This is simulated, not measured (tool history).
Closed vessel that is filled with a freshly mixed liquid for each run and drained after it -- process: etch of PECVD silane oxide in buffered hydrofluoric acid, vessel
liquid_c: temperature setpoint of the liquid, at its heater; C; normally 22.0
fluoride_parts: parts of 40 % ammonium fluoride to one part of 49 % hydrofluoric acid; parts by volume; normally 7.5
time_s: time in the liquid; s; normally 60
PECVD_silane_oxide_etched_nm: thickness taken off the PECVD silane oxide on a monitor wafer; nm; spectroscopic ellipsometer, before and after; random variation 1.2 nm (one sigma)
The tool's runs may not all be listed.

| run | hour | liquid_c | fluoride_parts | time_s | wafers since the last listed run | hours since the thermometer was replaced | hours since the hydrofluoric acid flow meter was replaced | hours since the gauge calibration | read-back film thickness of the PECVD silane oxide reference wafer, read on the same gauge (nm) | PECVD_silane_oxide_etched_nm |
|---|---|---|---|---|---|---|---|---|---|---|
| 1 | 0.0 | 22.0 | 7.5 | 70 | 0 | 1786.2 | 394.3 | 1322.5 | 49.99 | 175.88 |
| 2 | 106.4 | 23.5 | 7.5 | 60 | 11280 | 1892.6 | 500.7 | 1428.9 | 49.96 | 161.92 |
| 3 | 149.4 | 23.5 | 7.5 | 60 | 4559 | 1935.6 | 543.7 | 1471.9 | 49.98 | 161.34 |
| 4 | 249.3 | 22.0 | 7.5 | 60 | 10591 | 2035.5 | 643.6 | 1571.8 | 50.02 | 145.55 |
| 5 | 302.3 | 22.0 | 7.5 | 60 | 5619 | 2088.5 | 696.6 | 1624.8 | 50.03 | 146.59 |
| 6 | 404.5 | 22.0 | 7.5 | 60 | 10835 | 2190.7 | 798.8 | 1727.0 | 50.01 | 145.79 |
| 7 | 443.8 | 22.0 | 7.5 | 60 | 4166 | 2230.0 | 838.1 | 1766.3 | 49.97 | 146.15 |
| 8 | 484.4 | 22.0 | 7.5 | 60 | 4304 | 2270.6 | 878.7 | 1806.9 | 50.00 | 144.62 |
| 9 | 589.2 | 22.0 | 7.5 | 60 | 11111 | 2375.4 | 983.5 | 1911.7 | 50.00 | 144.59 |
|  | 641.9 | thermometer replaced |
|  | 654.0 | gauge calibrated |
| 10 | 661.5 | 22.0 | 7.5 | 60 | 7559 | 19.6 | 1055.8 | 7.5 | 50.01 | 141.15 |
|  | 718.7 | hydrofluoric acid flow meter replaced |
| 11 | 748.0 | 24.0 | 7.5 | 60 | 9064 | 106.1 | 29.3 | 94.0 | 50.00 | 173.41 |
| 12 | 820.9 | 24.0 | 7.5 | 60 | 7729 | 179.0 | 102.2 | 166.9 | 50.01 | 172.29 |
| 13 | 860.6 | 24.0 | 7.5 | 60 | 4209 | 218.7 | 141.9 | 206.6 | 49.99 | 169.85 |
| 14 | 940.9 | 22.0 | 7.0 | 60 | 8513 | 299.0 | 222.2 | 286.9 | 49.99 | 162.93 |
| 15 | 1027.5 | 23.5 | 5.0 | 60 | 9181 | 385.6 | 308.8 | 373.5 | 50.01 | 235.78 |
| 16 | 1085.5 | 22.0 | 7.5 | 60 | 6149 | 443.6 | 366.8 | 431.5 | 50.01 | 149.17 |
| 17 | 1165.0 | 18.0 | 7.5 | 60 | 8428 | 523.1 | 446.3 | 511.0 | 50.00 | 119.14 |
| 18 | 1247.8 | 22.0 | 7.5 | 60 | 8778 | 605.9 | 529.1 | 593.8 | 50.03 | 146.46 |
| 19 | 1292.5 | 18.5 | 9.0 | 85 | 4739 | 650.6 | 573.8 | 638.5 | 49.99 | 143.94 |
| 20 | 1335.3 | 18.5 | 5.0 | 45 | 4537 | 693.4 | 616.6 | 681.3 | 50.01 | 132.20 |
| 21 | 1394.7 | 22.0 | 7.5 | 60 | 6297 | 752.8 | 676.0 | 740.7 | 49.99 | 147.19 |
| 22 | 1466.9 | 19.5 | 10.0 | 45 | 7654 | 825.0 | 748.2 | 812.9 | 49.99 | 73.62 |
| 23 | 1569.0 | 22.0 | 7.5 | 45 | 10824 | 927.1 | 850.3 | 915.0 | 49.98 | 107.51 |
| 24 | 1668.2 | 20.0 | 9.0 | 60 | 10517 | 1026.3 | 949.5 | 1014.2 | 50.00 | 108.46 |
| 25 | 1746.1 | 25.0 | 7.5 | 60 | 8259 | 1104.2 | 1027.4 | 1092.1 | 49.97 | 165.16 |
|  | 1775.4 | hydrofluoric acid flow meter replaced |
| 26 | 1840.6 | 22.0 | 6.5 | 60 | 9913 | 1198.7 | 65.2 | 1186.6 | 49.97 | 178.11 |
| 27 | 1936.4 | 22.0 | 8.5 | 90 | 10157 | 1294.5 | 161.0 | 1282.4 | 50.00 | 199.37 |
| 28 | 2032.6 | 22.0 | 5.5 | 75 | 10199 | 1390.7 | 257.2 | 1378.6 | 49.98 | 250.13 |

For some of the steps in PECVD_silane_oxide_etched_nm from one run to the next: how much would appear even if the tool had no hidden state, given the settings, what came in and random variation, and how much remains for the hidden state plus any gauge scatter that the measured result and the result without hidden state don't share?
Hidden state present: liquid colder than its thermometer reads (K); hydrofluoric acid flow below the setpoint (%); gauge reads high (%).
Run 10 -> 11: liquid_c 22.0 -> 24.0, hydrofluoric acid flow meter replaced. PECVD_silane_oxide_etched_nm +32.26 nm: hidden state +10.91, all else +21.35.
Run 15 -> 16: liquid_c 23.5 -> 22.0, fluoride_parts 5.0 -> 7.5. PECVD_silane_oxide_etched_nm -86.61 nm: hidden state +0.31, all else -86.92.
Run 21 -> 22: liquid_c 22.0 -> 19.5, fluoride_parts 7.5 -> 10.0, time_s 60 -> 45. PECVD_silane_oxide_etched_nm -73.57 nm: hidden state +4.13, all else -77.70.
Run 25 -> 26: liquid_c 25.0 -> 22.0, fluoride_parts 7.5 -> 6.5, hydrofluoric acid flow meter replaced. PECVD_silane_oxide_etched_nm +12.95 nm: hidden state +12.61, all else +0.34.

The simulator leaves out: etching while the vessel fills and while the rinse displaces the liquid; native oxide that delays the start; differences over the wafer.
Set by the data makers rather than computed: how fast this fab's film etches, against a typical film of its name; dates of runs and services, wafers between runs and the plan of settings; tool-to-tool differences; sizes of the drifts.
